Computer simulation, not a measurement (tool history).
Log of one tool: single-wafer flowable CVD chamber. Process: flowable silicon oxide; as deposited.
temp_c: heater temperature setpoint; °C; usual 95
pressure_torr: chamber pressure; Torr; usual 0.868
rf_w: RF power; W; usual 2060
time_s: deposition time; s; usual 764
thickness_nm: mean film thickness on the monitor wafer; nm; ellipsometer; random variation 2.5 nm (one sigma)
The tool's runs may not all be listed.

| run | hour | temp_c | pressure_torr | rf_w | time_s | wafers since the last listed run | hours since the last thermocouple change | hours since the last RF generator calibration | hours since the last manometer calibration | hours since the showerhead was replaced | hours since the gauge calibration | read-back reference wafer on the same gauge, thickness_nm | thickness_nm |
|---|---|---|---|---|---|---|---|---|---|---|---|---|---|
| 1 | 0 | 95 | 0.868 | 2060 | 764 | 0 | 2743.6 | 869.7 | 2020.1 | 5115.5 | 123.7 | 600.797 | 446.007 |
| 2 | 9 | 95 | 0.985 | 2060 | 764 | 28 | 2752.6 | 878.7 | 2029.1 | 5124.5 | 132.7 | 599.858 | 499.561 |
| 3 | 19.3 | 95 | 0.985 | 2060 | 764 | 32 | 2762.9 | 889 | 2039.4 | 5134.8 | 143 | 600.4 | 500.495 |
| 4 | 31.3 | 95 | 0.985 | 2060 | 764 | 38 | 2774.9 | 901 | 2051.4 | 5146.8 | 155 | 599.883 | 497.221 |
| 5 | 46.1 | 95 | 0.868 | 2060 | 764 | 47 | 2789.7 | 915.8 | 2066.2 | 5161.6 | 169.8 | 599.16 | 440.148 |
| 6 | 52.7 | 95 | 0.868 | 2060 | 764 | 21 | 2796.3 | 922.4 | 2072.8 | 5168.2 | 176.4 | 599.596 | 441.067 |
| 7 | 63.7 | 95 | 0.868 | 2060 | 764 | 35 | 2807.3 | 933.4 | 2083.8 | 5179.2 | 187.4 | 599.746 | 443.788 |
|  | 78.9 | capacitance manometer re-zeroed and calibrated |
| 8 | 79.4 | 95 | 0.868 | 1915 | 764 | 24 | 2823 | 949.1 | 0.5 | 5194.9 | 203.1 | 600.514 | 431.01 |
| 9 | 92.7 | 95 | 0.868 | 2060 | 764 | 42 | 2836.3 | 962.4 | 13.8 | 5208.2 | 216.4 | 598.938 | 439.339 |
|  | 112.5 | RF generator calibrated |
| 10 | 113 | 95 | 0.868 | 2060 | 764 | 39 | 2856.6 | 0.5 | 34.1 | 5228.5 | 236.7 | 600.085 | 442.959 |
| 11 | 136.1 | 101 | 0.868 | 2060 | 689 | 73 | 2879.7 | 23.6 | 57.2 | 5251.6 | 259.8 | 599.553 | 317.601 |
|  | 149.1 | showerhead replaced |
| 12 | 149.6 | 106 | 1.081 | 2060 | 907 | 17 | 2893.2 | 37.1 | 70.7 | 0.5 | 273.3 | 601.418 | 436.282 |
|  | 151.2 | gauge calibrated |
| 13 | 152.3 | 80 | 0.868 | 2410 | 764 | 8 | 2895.9 | 39.8 | 73.4 | 3.2 | 1.1 | 600.305 | 787.174 |
|  | 173.4 | thermocouple changed; heater temperature recalibrated |
| 14 | 173.9 | 95 | 0.868 | 2290 | 764 | 43 | 0.5 | 61.4 | 95 | 24.8 | 22.7 | 599.72 | 567.997 |
| 15 | 182.2 | 95 | 0.868 | 2060 | 764 | 26 | 8.8 | 69.7 | 103.3 | 33.1 | 31 | 601.231 | 552.057 |
| 16 | 197.7 | 95 | 0.868 | 2060 | 764 | 49 | 24.3 | 85.2 | 118.8 | 48.6 | 46.5 | 600.821 | 549.473 |
| 17 | 213.4 | 107 | 0.868 | 2060 | 881 | 50 | 40 | 100.9 | 134.5 | 64.3 | 62.2 | 600.063 | 403.27 |
| 18 | 223.1 | 88 | 0.743 | 2060 | 852 | 30 | 49.7 | 110.6 | 144.2 | 74 | 71.9 | 600.457 | 677.611 |
| 19 | 230.8 | 95 | 0.868 | 2060 | 764 | 24 | 57.4 | 118.3 | 151.9 | 81.7 | 79.6 | 601.009 | 549.496 |
| 20 | 242.6 | 102 | 1.011 | 1875 | 706 | 37 | 69.2 | 130.1 | 163.7 | 93.5 | 91.4 | 600.18 | 439.073 |
| 21 | 251 | 101 | 0.868 | 1940 | 764 | 26 | 77.6 | 138.5 | 172.1 | 101.9 | 99.8 | 599.954 | 428.064 |

How the hidden state differs across the entries between the runs, from the last listed run before each to the first after it:
Between runs 7 and 8: capacitance manometer re-zeroed and calibrated (hour 78.9)
  no hidden state differs between the two runs
  measured less the result without the state, thickness_nm: -116.729 -> -113.457 nm
Between runs 9 and 10: RF generator calibrated (hour 112.5)
  wafer temperature above the value expected at the setpoint (K): 6.25 -> 6.26
  measured less the result without the state, thickness_nm: -115.723 -> -116.791 nm
Between runs 11 and 12: showerhead replaced (hour 149.1)
  wafer temperature above the value expected at the setpoint (K): 6.26 -> 6.27
  measured less the result without the state, thickness_nm: -84.306 -> -110.112 nm
Between runs 12 and 13: gauge calibrated (hour 151.2)
  no hidden state differs between the two runs
  measured less the result without the state, thickness_nm: -110.112 -> -179.608 nm
Between runs 13 and 14: thermocouple changed; heater temperature recalibrated (hour 173.4)
  wafer temperature above the value expected at the setpoint (K): 6.27 -> 0.208
  measured less the result without the state, thickness_nm: -179.608 -> -4.436 nm
